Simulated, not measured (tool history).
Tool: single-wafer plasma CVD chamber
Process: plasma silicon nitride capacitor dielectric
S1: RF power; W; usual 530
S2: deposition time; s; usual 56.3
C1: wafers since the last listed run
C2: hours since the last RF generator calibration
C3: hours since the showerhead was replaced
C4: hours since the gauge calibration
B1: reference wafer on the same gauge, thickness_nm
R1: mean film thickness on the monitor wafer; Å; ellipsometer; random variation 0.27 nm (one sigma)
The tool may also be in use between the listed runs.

| run | hour | S1 | S2 | C1 | C2 | C3 | C4 | B1 | R1 |
|---|---|---|---|---|---|---|---|---|---|
| 1 | 0 | 585 | 60 | 0 | 115.6 | 3629.5 | 875.3 | 70.102 | 944.44 |
| 2 | 228.4 | 585 | 60 | 4483 | 344 | 3857.9 | 1103.7 | 70.007 | 946.76 |
| 3 | 296.2 | 530 | 56.3 | 1331 | 411.8 | 3925.7 | 1171.5 | 70.122 | 866.47 |
| 4 | 342.6 | 530 | 56.3 | 910 | 458.2 | 3972.1 | 1217.9 | 70.064 | 871.48 |
| 5 | 428 | 530 | 56.3 | 1676 | 543.6 | 4057.5 | 1303.3 | 70.112 | 863.46 |
| 6 | 528.7 | 530 | 53.9 | 1976 | 644.3 | 4158.2 | 1404 | 70.102 | 829.07 |
| 7 | 601.9 | 530 | 53.9 | 1437 | 717.5 | 4231.4 | 1477.2 | 69.982 | 828.64 |
|  | 653.9 | gauge calibrated |
| 8 | 659.2 | 530 | 53.9 | 1124 | 774.8 | 4288.7 | 5.3 | 70.155 | 823.55 |
| 9 | 735.4 | 530 | 56.3 | 1495 | 851 | 4364.9 | 81.5 | 70.101 | 860.73 |
| 10 | 817.9 | 530 | 56.3 | 1619 | 933.5 | 4447.4 | 164 | 70.159 | 859.31 |
|  | 876.1 | showerhead replaced |
| 11 | 906.8 | 610 | 50 | 1588 | 1022.4 | 30.7 | 252.9 | 70.148 | 778.65 |
| 12 | 978.6 | 610 | 56.3 | 1409 | 1094.2 | 102.5 | 324.7 | 70.067 | 875.38 |
|  | 988.5 | RF generator calibrated |
| 13 | 1202 | 530 | 56.3 | 4228 | 213.5 | 325.9 | 548.1 | 70.097 | 865.47 |
| 14 | 1296.6 | 530 | 56.3 | 1857 | 308.1 | 420.5 | 642.7 | 70.232 | 866.26 |
| 15 | 1379 | 470 | 56.3 | 1617 | 390.5 | 502.9 | 725.1 | 70.118 | 849.12 |
| 16 | 1438.1 | 530 | 49.3 | 1160 | 449.6 | 562 | 784.2 | 70.178 | 760.03 |
| 17 | 1519.4 | 485 | 56.3 | 1596 | 530.9 | 643.3 | 865.5 | 70.055 | 853.1 |
| 18 | 1626.6 | 495 | 66.8 | 2104 | 638.1 | 750.5 | 972.7 | 70.2 | 1008.2 |
| 19 | 1672.6 | 530 | 56.3 | 903 | 684.1 | 796.5 | 1018.7 | 70.126 | 863.11 |
| 20 | 1716.8 | 600 | 67.4 | 867 | 728.3 | 840.7 | 1062.9 | 70.007 | 1053.32 |

What the log doesn't show, run by run:
gauge reads high (%): 0 in every run
H1: delivered RF power above the setpoint (%)
| run | H1 |
|---|---|
| 1 | -0.51 |
| 2 | -1.38 |
| 3 | -1.81 |
| 4 | -2.14 |
| 5 | -2.85 |
| 6 | -3.84 |
| 7 | -4.67 |
| 8 | -5.38 |
| 9 | -6.41 |
| 10 | -7.63 |
| 11 | -9.07 |
| 12 | -10.3 |
| 13 | -1.9 |
| 14 | -2.31 |
| 15 | -2.79 |
| 16 | -3.2 |
| 17 | -3.86 |
| 18 | -4.9 |
| 19 | -5.41 |
| 20 | -5.92 |
